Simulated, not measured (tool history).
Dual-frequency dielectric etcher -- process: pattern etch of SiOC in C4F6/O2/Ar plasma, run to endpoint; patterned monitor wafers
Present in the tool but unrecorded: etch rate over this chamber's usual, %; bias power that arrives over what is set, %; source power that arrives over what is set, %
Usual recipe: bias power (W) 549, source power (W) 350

run	hour	bias power (W)	source power (W)	wafers since the last listed run	hours since the last wet clean	hours since the last bias power generator calibration	hours since the last source power generator calibration	hours since the last upper electrode change	incoming incoming film thickness, nm	endpoint time (s)
1	0	549	350	0	304.6	1598.8	88.4	4468.2	34.19	12.6
2	19.5	633	350	282	324.1	1618.3	107.9	4487.7	34.13	12.1
3	31.8	633	350	178	336.4	1630.6	120.2	4500	33.73	11.8
4	50.7	633	350	273	355.3	1649.5	139.1	4518.9	33.82	11.9
5	73.7	549	350	333	378.3	1672.5	162.1	4541.9	33.5	12.3
6	99.1	549	350	368	403.7	1697.9	187.5	4567.3	33.77	12.4
7	116.6	549	350	253	421.2	1715.4	205	4584.8	33.92	12.3
8	137.9	549	350	308	442.5	1736.7	226.3	4606.1	34.13	12.4
9	167.2	549	350	424	471.8	1766	255.6	4635.4	33.97	12.2
10	188.9	549	350	314	493.5	1787.7	277.3	4657.1	34.23	12.5
# hour 198.1: bias power generator calibrated
# hour 213.3: wet clean of the chamber
11	235.1	549	420	389	21.8	37	323.5	4703.3	33.76	12.1
12	255.3	549	440	292	42	57.2	343.7	4723.5	33.57	11.8
# hour 289.1: upper electrode replaced
13	289.6	593	380	149	76.3	91.5	378	0.5	33.71	12.4
14	307.7	497	430	262	94.4	109.6	396.1	18.6	33.54	12
15	340.4	586	320	473	127.1	142.3	428.8	51.3	33.72	12.8
16	356.3	513	300	230	143	158.2	444.7	67.2	33.79	13.7
17	388.2	664	350	462	174.9	190.1	476.6	99.1	33.74	12.2
18	401.4	549	350	191	188.1	203.3	489.8	112.3	34.03	13
19	420.1	416	300	270	206.8	222	508.5	131	34.07	14.4
20	449	676	300	418	235.7	250.9	537.4	159.9	33.68	12.7
21	472.7	549	350	343	259.4	274.6	561.1	183.6	33.76	12.8
22	487.1	549	280	208	273.8	289	575.5	198	33.37	13.4

Estimate the outcome of run 23 from the log above:
23	510.1	549	350	333	296.8	312	598.5	221	33.59	?

endpoint time (s): 12.6
With the hidden condition absent and the run-to-run variation left alone, this run would have shown endpoint time (s) 12.8.

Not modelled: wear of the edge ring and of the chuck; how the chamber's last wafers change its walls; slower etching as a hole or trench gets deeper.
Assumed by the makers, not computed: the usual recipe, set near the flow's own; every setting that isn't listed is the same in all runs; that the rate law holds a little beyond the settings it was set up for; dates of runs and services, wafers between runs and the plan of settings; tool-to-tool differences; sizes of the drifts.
